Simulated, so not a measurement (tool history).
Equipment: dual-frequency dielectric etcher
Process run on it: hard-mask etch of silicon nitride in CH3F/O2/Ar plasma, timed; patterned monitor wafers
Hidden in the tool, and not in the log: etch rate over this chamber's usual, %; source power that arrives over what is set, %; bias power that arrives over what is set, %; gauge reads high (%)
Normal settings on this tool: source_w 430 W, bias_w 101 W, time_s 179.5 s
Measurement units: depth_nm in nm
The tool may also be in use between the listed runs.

run     day  source_w  bias_w  time_s  wafers since the last listed run  hours since the last wet clean  hours since the last source power generator calibration  hours since the last bias power generator calibration  hours since the last upper electrode change  hours since the gauge calibration  read-back reference wafer on the same gauge, depth_nm  depth_nm
  1   0.000       360     101   179.5                                 0                           247.4                                                   2113.1                                                 3863.1                                       4137.1                               36.0                                                  127.1     123.6
  2   0.692       430     101   203.0                               132                           264.0                                                   2129.7                                                 3879.7                                       4153.7                               52.6                                                  127.0     148.9
  3   1.142       430     101   203.0                                86                           274.8                                                   2140.5                                                 3890.5                                       4164.5                               63.4                                                  127.0     147.4
  4   1.600       430     101   179.5                                87                           285.8                                                   2151.5                                                 3901.5                                       4175.5                               74.4                                                  127.1     130.8
  5   2.321       430     101   179.5                               138                           303.1                                                   2168.8                                                 3918.8                                       4192.8                               91.7                                                  126.9     130.4
  6   2.654       430     101   179.5                                63                           311.1                                                   2176.8                                                 3926.8                                       4200.8                               99.7                                                  127.0     130.5
  7   3.200       430     101   179.5                               104                           324.2                                                   2189.9                                                 3939.9                                       4213.9                              112.8                                                  127.0     131.1
  8   3.879       430     101   179.5                               130                           340.5                                                   2206.2                                                 3956.2                                       4230.2                              129.1                                                  126.8     131.7
      4.221  -- source power generator calibrated
  9   4.562       430     101   179.5                                99                           356.9                                                      8.2                                                 3972.6                                       4246.6                              145.5                                                  127.1     131.4
 10   5.154       430     101   179.5                               113                           371.1                                                     22.4                                                 3986.8                                       4260.8                              159.7                                                  127.0     131.1
 11   5.425       430     101   179.5                                51                           377.6                                                     28.9                                                 3993.3                                       4267.3                              166.2                                                  126.9     131.1
 12   5.850       430     101   179.5                                81                           387.8                                                     39.1                                                 4003.5                                       4277.5                              176.4                                                  127.0     130.9
      7.383  -- upper electrode replaced
      7.775  -- gauge calibrated
      8.333  -- wet clean of the chamber
 13   8.354       430     101   179.5                               105                             0.5                                                     99.2                                                 4063.6                                         23.3                               13.9                                                  127.0     131.2
 14   8.371       430     101   203.0                                 3                             0.9                                                     99.6                                                 4064.0                                         23.7                               14.3                                                  127.0     148.0
 15   8.388       430     101   179.5                                 3                             1.3                                                    100.0                                                 4064.4                                         24.1                               14.7                                                  126.9     131.0
 16   8.400       340     101   179.5                                 2                             1.6                                                    100.3                                                 4064.7                                         24.4                               15.0                                                  127.1     121.6
 17   8.417       510     101   127.5                                 3                             2.0                                                    100.7                                                 4065.1                                         24.8                               15.4                                                  127.1      98.0
 18   8.962       360     101   144.0                               104                            15.1                                                    113.8                                                 4078.2                                         37.9                               28.5                                                  126.9      99.3
 19   9.462       530      88   179.5                                95                            27.1                                                    125.8                                                 4090.2                                         49.9                               40.5                                                  126.9     133.3
     10.838  -- bias power generator calibrated
 20  10.858       490     101   222.0                               235                            60.6                                                    159.3                                                    0.5                                         83.4                               74.0                                                  127.0     168.7
 21  11.212       430     101   179.5                                67                            69.1                                                    167.8                                                    9.0                                         91.9                               82.5                                                  127.2     130.9
 22  11.583       490     101   127.0                                71                            78.0                                                    176.7                                                   17.9                                        100.8                               91.4                                                  127.1      97.1
 23  12.196       530     101   207.0                               117                            92.7                                                    191.4                                                   32.6                                        115.5                              106.1                                                  127.1     161.9
 24  12.883       430     101   161.0                               131                           109.2                                                    207.9                                                   49.1                                        132.0                              122.6                                                  127.0     116.8
 25  13.608       360     113   211.5                               139                           126.6                                                    225.3                                                   66.5                                        149.4                              140.0                                                  127.2     153.3

What was the tool's hidden state at every run in the log?
etch rate over this chamber's usual, %: 0, the same for each run
source power that arrives over what is set, %: 0, the same for each run
bias power that arrives over what is set, %: 0, the same for each run
gauge reads high (%): 0, the same for each run
